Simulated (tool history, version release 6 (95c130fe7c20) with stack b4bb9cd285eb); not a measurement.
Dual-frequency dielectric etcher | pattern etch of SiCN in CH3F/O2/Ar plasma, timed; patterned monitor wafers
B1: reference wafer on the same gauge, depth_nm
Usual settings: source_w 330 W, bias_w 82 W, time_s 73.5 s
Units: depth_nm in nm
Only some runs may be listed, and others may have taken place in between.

{"run": 1, "hour": 0.0, "source_w": 270, "bias_w": 82, "time_s": 73.5, "B1": 28.52, "depth_nm": 23.48}
{"run": 2, "hour": 17.4, "source_w": 270, "bias_w": 82, "time_s": 73.5, "B1": 28.54, "depth_nm": 23.43}
{"run": 3, "hour": 43.8, "source_w": 270, "bias_w": 82, "time_s": 73.5, "B1": 28.54, "depth_nm": 23.49}
{"run": 4, "hour": 75.0, "source_w": 330, "bias_w": 82, "time_s": 73.5, "B1": 28.48, "depth_nm": 24.93}
{"hour": 109.5, "done": "wet clean of the chamber"}
{"run": 5, "hour": 110.0, "source_w": 330, "bias_w": 82, "time_s": 73.5, "B1": 28.49, "depth_nm": 25.96}
{"run": 6, "hour": 113.3, "source_w": 330, "bias_w": 82, "time_s": 73.5, "B1": 28.5, "depth_nm": 25.79}
{"run": 7, "hour": 146.1, "source_w": 330, "bias_w": 82, "time_s": 73.5, "B1": 28.5, "depth_nm": 25.64}
{"run": 8, "hour": 168.8, "source_w": 330, "bias_w": 82, "time_s": 73.5, "B1": 28.51, "depth_nm": 25.6}
{"hour": 250.0, "done": "upper electrode replaced"}
{"run": 9, "hour": 253.0, "source_w": 330, "bias_w": 82, "time_s": 73.5, "B1": 28.46, "depth_nm": 25.71}
{"hour": 260.2, "done": "gauge calibrated"}
{"run": 10, "hour": 265.7, "source_w": 330, "bias_w": 82, "time_s": 73.5, "B1": 28.45, "depth_nm": 25.43}
{"run": 11, "hour": 293.7, "source_w": 330, "bias_w": 68, "time_s": 73.5, "B1": 28.56, "depth_nm": 23.03}
{"run": 12, "hour": 322.3, "source_w": 330, "bias_w": 68, "time_s": 73.5, "B1": 28.53, "depth_nm": 22.94}
{"run": 13, "hour": 422.4, "source_w": 330, "bias_w": 82, "time_s": 73.5, "B1": 28.43, "depth_nm": 25.26}
{"hour": 437.5, "done": "bias power generator calibrated"}
{"run": 14, "hour": 440.7, "source_w": 350, "bias_w": 82, "time_s": 73.5, "B1": 28.47, "depth_nm": 25.69}
{"hour": 462.9, "done": "source power generator calibrated"}
{"run": 15, "hour": 473.4, "source_w": 330, "bias_w": 82, "time_s": 73.5, "B1": 28.54, "depth_nm": 25.18}
{"run": 16, "hour": 491.8, "source_w": 260, "bias_w": 99, "time_s": 65.5, "B1": 28.44, "depth_nm": 22.64}
{"hour": 550.7, "done": "wet clean of the chamber"}
{"run": 17, "hour": 596.8, "source_w": 400, "bias_w": 82, "time_s": 89.5, "B1": 28.54, "depth_nm": 31.56}
{"run": 18, "hour": 615.3, "source_w": 330, "bias_w": 82, "time_s": 82.0, "B1": 28.46, "depth_nm": 26.79}
{"run": 19, "hour": 638.7, "source_w": 370, "bias_w": 96, "time_s": 73.5, "B1": 28.51, "depth_nm": 27.26}
{"run": 20, "hour": 657.7, "source_w": 390, "bias_w": 70, "time_s": 81.5, "B1": 28.46, "depth_nm": 26.27}
{"run": 21, "hour": 689.7, "source_w": 330, "bias_w": 82, "time_s": 73.5, "B1": 28.51, "depth_nm": 24.01}
{"run": 22, "hour": 704.3, "source_w": 350, "bias_w": 92, "time_s": 73.5, "B1": 28.51, "depth_nm": 26.14}
{"hour": 738.0, "done": "wet clean of the chamber, repeated, since the last time left the tool worse"}
{"run": 23, "hour": 738.5, "source_w": 330, "bias_w": 82, "time_s": 73.5, "B1": 28.51, "depth_nm": 25.87}
{"run": 24, "hour": 755.7, "source_w": 280, "bias_w": 63, "time_s": 80.5, "B1": 28.51, "depth_nm": 23.13}
{"run": 25, "hour": 772.1, "source_w": 330, "bias_w": 82, "time_s": 73.5, "B1": 28.46, "depth_nm": 25.85}
{"run": 26, "hour": 786.8, "source_w": 280, "bias_w": 82, "time_s": 73.5, "B1": 28.57, "depth_nm": 24.44}
{"run": 27, "hour": 801.5, "source_w": 290, "bias_w": 74, "time_s": 91.0, "B1": 28.52, "depth_nm": 28.97}

Each run again, without the hidden state but with its own random variation kept:
Unlogged tool condition in this case: etch rate over this chamber's usual, %; source power that arrives over what is set, %; bias power that arrives over what is set, %; gauge reads high (%).
run=1 depth_nm=24.12
run=2 depth_nm=24.10
run=3 depth_nm=24.21
run=4 depth_nm=25.75
run=5 depth_nm=25.92
run=6 depth_nm=25.76
run=7 depth_nm=25.67
run=8 depth_nm=25.68
run=9 depth_nm=25.95
run=10 depth_nm=25.70
run=11 depth_nm=23.32
run=12 depth_nm=23.27
run=13 depth_nm=25.83
run=14 depth_nm=26.30
run=15 depth_nm=25.85
run=16 depth_nm=23.27
run=17 depth_nm=33.53
run=18 depth_nm=28.50
run=19 depth_nm=29.05
run=20 depth_nm=28.03
run=21 depth_nm=25.69
run=22 depth_nm=28.01
run=23 depth_nm=25.78
run=24 depth_nm=23.08
run=25 depth_nm=25.82
run=26 depth_nm=24.44
run=27 depth_nm=29.01
